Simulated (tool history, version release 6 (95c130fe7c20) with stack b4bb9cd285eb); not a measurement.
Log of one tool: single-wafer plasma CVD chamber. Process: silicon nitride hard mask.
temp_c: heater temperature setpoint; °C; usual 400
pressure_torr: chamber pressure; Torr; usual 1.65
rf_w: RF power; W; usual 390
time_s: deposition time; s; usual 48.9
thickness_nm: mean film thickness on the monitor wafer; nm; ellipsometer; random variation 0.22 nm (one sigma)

run	hour	temp_c	pressure_torr	rf_w	time_s	wafers since the last listed run	hours since the last thermocouple change	hours since the last RF generator calibration	hours since the last manometer calibration	hours since the showerhead was replaced	hours since the gauge calibration	read-back reference wafer on the same gauge, thickness_nm	thickness_nm
1	0	400	1.65	390	48.9	0	1664.2	674.4	1155.2	2999.5	434.3	69.174	60.973
2	9.4	400	1.65	390	48.9	192	1673.6	683.8	1164.6	3008.9	443.7	69.222	61.356
3	20.7	400	1.65	390	48.9	231	1684.9	695.1	1175.9	3020.2	455	69.2	60.919
4	30.8	400	1.65	390	48.9	206	1695	705.2	1186	3030.3	465.1	69.223	60.994
5	48.5	400	1.65	390	48.9	362	1712.7	722.9	1203.7	3048	482.8	69.207	61.25
# hour 59.9: thermocouple changed; heater temperature recalibrated
6	66.3	400	1.74	435	48.9	200	6.4	740.7	1221.5	3065.8	500.6	69.218	67.566
7	80.5	400	1.74	435	48.9	290	20.6	754.9	1235.7	3080	514.8	69.165	67.173
# hour 100.3: capacitance manometer re-zeroed and calibrated
8	100.8	400	1.85	345	43.1	251	40.9	775.2	0.5	3100.3	535.1	69.209	50.763
# hour 109.7: showerhead replaced
9	110.2	410	1.65	465	57.8	28	50.3	784.6	9.9	0.5	544.5	69.145	81.397
10	119.8	400	1.65	460	48.9	196	59.9	794.2	19.5	10.1	554.1	69.163	68.689
11	136.9	394	1.48	455	44.9	349	77	811.3	36.6	27.2	571.2	69.205	59.857
12	143	411	1.65	390	53.1	124	83.1	817.4	42.7	33.3	577.3	69.16	65.731
# hour 144: gauge calibrated
13	158.8	400	1.53	450	48.9	323	98.9	833.2	58.5	49.1	14.8	69.194	65.816
14	166.5	404	1.55	390	48.9	157	106.6	840.9	66.2	56.8	22.5	69.154	59.326
15	182.4	400	1.65	390	48.9	325	122.5	856.8	82.1	72.7	38.4	69.191	60.793
16	200.2	412	1.76	425	51.7	364	140.3	874.6	99.9	90.5	56.2	69.2	69.736
17	209.3	400	1.85	345	43.1	186	149.4	883.7	109	99.6	65.3	69.22	50.83
18	226.1	400	1.65	390	55.5	343	166.2	900.5	125.8	116.4	82.1	69.19	68.469
# hour 237.5: RF generator calibrated
19	238.4	406	1.27	430	41.5	87	178.5	0.9	138.1	128.7	94.4	69.206	50.931
20	251.1	411	1.78	390	56.1	259	191.2	13.6	150.8	141.4	107.1	69.186	73.662
21	267.7	412	1.33	390	40	339	207.8	30.2	167.4	158	123.7	69.21	46.213
22	277.2	400	1.65	390	48.9	194	217.3	39.7	176.9	167.5	133.2	69.163	62.279
23	301.3	404	1.55	390	48.9	493	241.4	63.8	201	191.6	157.3	69.197	60.995
24	314.5	400	1.53	450	48.9	270	254.6	77	214.2	204.8	170.5	69.204	67.372
25	329.4	400	1.65	335	42.1	304	269.5	91.9	229.1	219.7	185.4	69.207	47.998
26	342.4	406	1.94	415	39.4	265	282.5	104.9	242.1	232.7	198.4	69.247	55.775
27	354.4	390	1.65	350	48.9	245	294.5	116.9	254.1	244.7	210.4	69.217	57.316
28	367.4	391	1.8	445	54.3	265	307.5	129.9	267.1	257.7	223.4	69.233	78.916
29	374.9	409	2.01	390	55.1	153	315	137.4	274.6	265.2	230.9	69.227	74.979

The tool's hidden state at each run:
wafer temperature above the value expected at the setpoint (K): 0 in every run
true pressure above the setpoint (%): 0 in every run
gauge reads high (%): 0 in every run
H1: delivered RF power above the setpoint (%)
run	H1
1	-4.41
2	-4.47
3	-4.54
4	-4.6
5	-4.71
6	-4.82
7	-4.91
8	-5.04
9	-5.1
10	-5.16
11	-5.26
12	-5.3
13	-5.4
14	-5.45
15	-5.55
16	-5.66
17	-5.72
18	-5.82
19	-1.14
20	-1.22
21	-1.32
22	-1.38
23	-1.53
24	-1.61
25	-1.71
26	-1.79
27	-1.86
28	-1.94
29	-1.99
